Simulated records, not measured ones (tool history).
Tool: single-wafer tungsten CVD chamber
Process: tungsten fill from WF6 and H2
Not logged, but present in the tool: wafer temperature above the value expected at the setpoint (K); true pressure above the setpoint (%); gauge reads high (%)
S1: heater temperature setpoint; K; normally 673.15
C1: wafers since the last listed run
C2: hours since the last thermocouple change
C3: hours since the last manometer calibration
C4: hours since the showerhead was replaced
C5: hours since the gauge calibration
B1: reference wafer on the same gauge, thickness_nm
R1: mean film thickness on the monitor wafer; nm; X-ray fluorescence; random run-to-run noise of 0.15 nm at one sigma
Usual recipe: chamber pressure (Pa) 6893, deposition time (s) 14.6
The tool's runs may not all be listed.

Run 1, hour 0: usual settings; C1 0; C2 1384.1; C3 2176; C4 6599.3; C5 31.4; B1 53.609. Result: R1 58.479 nm.
Run 2, hour 12.5: usual settings; C1 198; C2 1396.6; C3 2188.5; C4 6611.8; C5 43.9; B1 53.593. Result: R1 58.066 nm.
Run 3, hour 19: usual settings; C1 102; C2 1403.1; C3 2195; C4 6618.3; C5 50.4; B1 53.576. Result: R1 58.513 nm.
Run 4, hour 27.7: usual settings; C1 137; C2 1411.8; C3 2203.7; C4 6627; C5 59.1; B1 53.594. Result: R1 58.365 nm.
Run 5, hour 39.6: usual settings; C1 188; C2 1423.7; C3 2215.6; C4 6638.9; C5 71; B1 53.574. Result: R1 58.304 nm.
Run 6, hour 49: usual settings but chamber pressure (Pa) 6519, deposition time (s) 15.9; C1 148; C2 1433.1; C3 2225; C4 6648.3; C5 80.4; B1 53.589. Result: R1 62.144 nm.
Run 7, hour 56.6: usual settings but chamber pressure (Pa) 6519, deposition time (s) 15.9; C1 120; C2 1440.7; C3 2232.6; C4 6655.9; C5 88; B1 53.596. Result: R1 61.768 nm.
Run 8, hour 66.6: usual settings; C1 158; C2 1450.7; C3 2242.6; C4 6665.9; C5 98; B1 53.616. Result: R1 58.349 nm.
Run 9, hour 78.1: usual settings; C1 182; C2 1462.2; C3 2254.1; C4 6677.4; C5 109.5; B1 53.581. Result: R1 58.547 nm.
Run 10, hour 88.3: usual settings; C1 161; C2 1472.4; C3 2264.3; C4 6687.6; C5 119.7; B1 53.609. Result: R1 58.881 nm.
Run 11, hour 100.3: usual settings; C1 190; C2 1484.4; C3 2276.3; C4 6699.6; C5 131.7; B1 53.575. Result: R1 58.747 nm.
Run 12, hour 109.4: usual settings but S1 687.15 K, chamber pressure (Pa) 5693, deposition time (s) 13.2; C1 144; C2 1493.5; C3 2285.4; C4 6708.7; C5 140.8; B1 53.606. Result: R1 60.19 nm.
Run 13, hour 125.6: usual settings but deposition time (s) 13; C1 256; C2 1509.7; C3 2301.6; C4 6724.9; C5 157; B1 53.584. Result: R1 52.263 nm.
At hour 141.2: thermocouple changed; heater temperature recalibrated.
At hour 147.6: capacitance manometer re-zeroed and calibrated.
Run 14, hour 148.1: usual settings but S1 688.15 K, chamber pressure (Pa) 6093, deposition time (s) 17.3; C1 128; C2 6.9; C3 0.5; C4 6747.4; C5 179.5; B1 53.636. Result: R1 76.129 nm.
Run 15, hour 152.7: usual settings but S1 667.15 K, chamber pressure (Pa) 5453; C1 72; C2 11.5; C3 5.1; C4 6752; C5 184.1; B1 53.633. Result: R1 44.115 nm.
Run 16, hour 170.2: usual settings but S1 681.15 K, deposition time (s) 17.4; C1 277; C2 29; C3 22.6; C4 6769.5; C5 201.6; B1 53.611. Result: R1 73.236 nm.
At hour 180.6: gauge calibrated.
At hour 184: showerhead replaced, of another model than before.
Run 17, hour 184.5: usual settings; C1 99; C2 43.3; C3 36.9; C4 0.5; C5 3.9; B1 53.647. Result: R1 54.075 nm.
Run 18, hour 197: usual settings but S1 662.15 K, chamber pressure (Pa) 8453; C1 198; C2 55.8; C3 49.4; C4 13; C5 16.4; B1 53.579. Result: R1 47.99 nm.
Run 19, hour 210.5: usual settings but S1 662.15 K, deposition time (s) 16.9; C1 213; C2 69.3; C3 62.9; C4 26.5; C5 29.9; B1 53.561. Result: R1 52.445 nm.
Run 20, hour 220.5: usual settings but S1 685.15 K, deposition time (s) 15.3; C1 158; C2 79.3; C3 72.9; C4 36.5; C5 39.9; B1 53.615. Result: R1 67.811 nm.
Run 21, hour 232.7: usual settings but S1 681.15 K, deposition time (s) 11.9; C1 193; C2 91.5; C3 85.1; C4 48.7; C5 52.1; B1 53.629. Result: R1 50.131 nm.
Run 22, hour 245.2: usual settings; C1 198; C2 104; C3 97.6; C4 61.2; C5 64.6; B1 53.596. Result: R1 54.13 nm.
Run 23, hour 256.2: usual settings; C1 174; C2 115; C3 108.6; C4 72.2; C5 75.6; B1 53.598. Result: R1 54.121 nm.

3 ways to go on from here, each from the tool as it stands after run 23. What would each give?
Run A, hour 256.6: usual settings; C1 6; C2 115.4; C3 109; C4 72.6; C5 76; B1 ?. Result: R1 ?.
Run B, hour 256.6: usual settings but deposition time (s) 16; C1 6; C2 115.4; C3 109; C4 72.6; C5 76; B1 ?. Result: R1 ?.
Run C, hour 256.6: usual settings but S1 663.15 K, chamber pressure (Pa) 8466, deposition time (s) 17.1; C1 6; C2 115.4; C3 109; C4 72.6; C5 76; B1 ?. Result: R1 ?.

run      B1      R1
  A  53.601  53.992
  B  53.601  59.193
  C  53.601  57.271
Had the tool no hidden state, the same runs would have come out as:
run      R1
  A  53.794
  B  58.976
  C  57.047
